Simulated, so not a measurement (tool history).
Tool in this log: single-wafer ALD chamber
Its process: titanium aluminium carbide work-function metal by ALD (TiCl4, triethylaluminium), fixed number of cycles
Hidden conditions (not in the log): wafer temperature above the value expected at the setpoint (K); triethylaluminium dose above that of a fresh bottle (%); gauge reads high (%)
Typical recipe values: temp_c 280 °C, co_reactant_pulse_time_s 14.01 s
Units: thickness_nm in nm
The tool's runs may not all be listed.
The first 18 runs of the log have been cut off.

run	day	temp_c	co_reactant_pulse_time_s	wafers since the last listed run	hours since the last thermocouple change	hours since the last triethylaluminium bottle change	hours since the showerhead was replaced	hours since the gauge calibration	read-back reference wafer on the same gauge, thickness_nm	thickness_nm
19	11.742	272	11.22	86	95.4	1325.9	16.6	99.0	1.762	0.914
# day 12.667: triethylaluminium bottle replaced
20	12.942	266	18.17	234	124.2	6.6	45.4	127.8	1.761	1.815
21	13.571	286	15.52	169	139.3	21.7	60.5	142.9	1.760	1.988
22	14.017	270	8.52	120	150.0	32.4	71.2	153.6	1.759	0.922
23	14.650	272	11.53	171	165.2	47.6	86.4	168.8	1.761	1.717
24	15.400	280	14.01	202	183.2	65.6	104.4	186.8	1.758	1.890
25	15.738	280	14.01	91	191.3	73.7	112.5	194.9	1.760	1.896
26	16.067	272	11.53	88	199.2	81.6	120.4	202.8	1.761	1.689
27	16.679	290	17.83	165	213.9	96.3	135.1	217.5	1.760	2.021
28	17.183	294	14.01	136	226.0	108.4	147.2	229.6	1.758	2.004
29	17.738	280	10.74	149	239.3	121.7	160.5	242.9	1.759	1.599
30	18.146	280	14.01	110	249.1	131.5	170.3	252.7	1.760	1.885
31	18.412	280	18.22	72	255.5	137.9	176.7	259.1	1.761	1.942
# day 19.583: gauge calibrated
32	20.517	280	14.01	568	306.0	188.4	227.2	22.4	1.762	1.844

Forecast each of these 5 alternatives for the next run:
A	20.533	280	14.01	4	306.4	188.8	227.6	22.8	?	?
B	20.533	280	10.57	4	306.4	188.8	227.6	22.8	?	?
C	20.533	285	14.01	4	306.4	188.8	227.6	22.8	?	?
D	20.533	275	11.76	4	306.4	188.8	227.6	22.8	?	?
E	20.533	271	9.06	4	306.4	188.8	227.6	22.8	?	?

run	read-back reference wafer on the same gauge, thickness_nm	thickness_nm
A	1.760	1.843
B	1.760	1.479
C	1.760	1.884
D	1.760	1.635
E	1.760	0.979
What these runs would have given with no unlogged condition in the tool:
run	thickness_nm
A	1.922
B	1.744
C	1.965
D	1.815
E	1.297

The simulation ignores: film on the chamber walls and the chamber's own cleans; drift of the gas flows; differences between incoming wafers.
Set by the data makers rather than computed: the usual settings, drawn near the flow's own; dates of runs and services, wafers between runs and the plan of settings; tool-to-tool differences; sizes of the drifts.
